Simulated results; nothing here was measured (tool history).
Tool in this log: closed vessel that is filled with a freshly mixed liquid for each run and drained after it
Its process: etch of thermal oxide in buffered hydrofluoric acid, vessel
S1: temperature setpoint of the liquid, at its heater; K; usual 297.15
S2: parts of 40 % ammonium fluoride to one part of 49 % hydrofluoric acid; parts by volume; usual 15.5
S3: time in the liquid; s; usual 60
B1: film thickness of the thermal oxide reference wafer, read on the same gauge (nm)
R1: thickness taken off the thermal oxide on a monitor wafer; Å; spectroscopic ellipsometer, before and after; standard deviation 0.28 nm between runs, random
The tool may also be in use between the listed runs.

Run 1, hour 0: usual settings but S1 294.15 K; B1 150.01. Result: R1 327 Å.
Run 2, hour 9.6: usual settings; B1 149.99. Result: R1 392.5 Å.
Run 3, hour 19.4: usual settings; B1 150.01. Result: R1 387.3 Å.
Run 4, hour 61.4: usual settings but S1 293.65 K, S3 45 s; B1 150.01. Result: R1 240.1 Å.
Run 5, hour 72.4: usual settings but S1 293.65 K, S3 45 s; B1 149.98. Result: R1 242.4 Å.
Run 6, hour 88.1: usual settings but S1 293.65 K, S3 45 s; B1 149.99. Result: R1 241.3 Å.
Run 7, hour 105.7: usual settings but S3 70 s; B1 149.98. Result: R1 457.8 Å.
At hour 142: gauge calibrated.
Run 8, hour 146.4: usual settings but S3 40 s; B1 150. Result: R1 263.2 Å.
Run 9, hour 161.8: usual settings but S3 40 s; B1 149.98. Result: R1 261.1 Å.
Run 10, hour 178.7: usual settings but S3 40 s; B1 150.02. Result: R1 263.3 Å.
At hour 215.1: thermometer replaced.
Run 11, hour 220.7: usual settings; B1 149.99. Result: R1 454.3 Å.
At hour 232.4: hydrofluoric acid flow meter replaced.
Run 12, hour 233.4: usual settings; B1 149.99. Result: R1 429.2 Å.
Run 13, hour 242.8: usual settings; B1 149.98. Result: R1 425.2 Å.
Run 14, hour 256.6: usual settings but S1 292.65 K, S2 21.5 parts by volume, S3 30 s; B1 150. Result: R1 123.1 Å.
Run 15, hour 267.8: usual settings; B1 150. Result: R1 427.5 Å.
Run 16, hour 277.1: usual settings but S2 20 parts by volume, S3 75 s; B1 150.01. Result: R1 413.3 Å.
Run 17, hour 285.1: usual settings; B1 150.02. Result: R1 427.4 Å.
Run 18, hour 306.5: usual settings but S2 12 parts by volume, S3 50 s; B1 150.01. Result: R1 461 Å.
Run 19, hour 314.8: usual settings but S1 295.15 K, S2 21 parts by volume, S3 40 s; B1 150.02. Result: R1 190.4 Å.
Run 20, hour 322.3: usual settings; B1 150. Result: R1 434.2 Å.
Run 21, hour 337.9: usual settings; B1 150. Result: R1 435.1 Å.
Run 22, hour 353.8: usual settings but S2 18 parts by volume; B1 149.98. Result: R1 375.8 Å.
Run 23, hour 370: usual settings but S1 293.15 K, S2 19 parts by volume; B1 150. Result: R1 283.9 Å.
Run 24, hour 417.3: usual settings but S1 294.65 K, S3 30 s; B1 150.01. Result: R1 188.1 Å.
Run 25, hour 432.4: usual settings but S1 299.15 K, S2 18.5 parts by volume; B1 149.98. Result: R1 406.5 Å.

Give the tool's hidden conditions for every run:
gauge reads high (%): 0 in every run
H1: liquid colder than its thermometer reads (K)
H2: hydrofluoric acid flow above the setpoint (%)
run     H1     H2
  1   2.39   3.34
  2    2.4   3.51
  3   2.41   3.68
  4   2.47   4.41
  5   2.48    4.6
  6    2.5   4.87
  7   2.53   5.18
  8   2.58   5.88
  9    2.6   6.15
 10   2.63   6.45
 11  0.132   7.17
 12  0.149  0.263
 13  0.162  0.426
 14  0.181  0.666
 15  0.196   0.86
 16  0.209   1.02
 17  0.219   1.16
 18  0.249   1.53
 19   0.26   1.68
 20   0.27   1.81
 21  0.291   2.08
 22  0.313   2.35
 23  0.335   2.63
 24  0.399   3.45
 25   0.42   3.72

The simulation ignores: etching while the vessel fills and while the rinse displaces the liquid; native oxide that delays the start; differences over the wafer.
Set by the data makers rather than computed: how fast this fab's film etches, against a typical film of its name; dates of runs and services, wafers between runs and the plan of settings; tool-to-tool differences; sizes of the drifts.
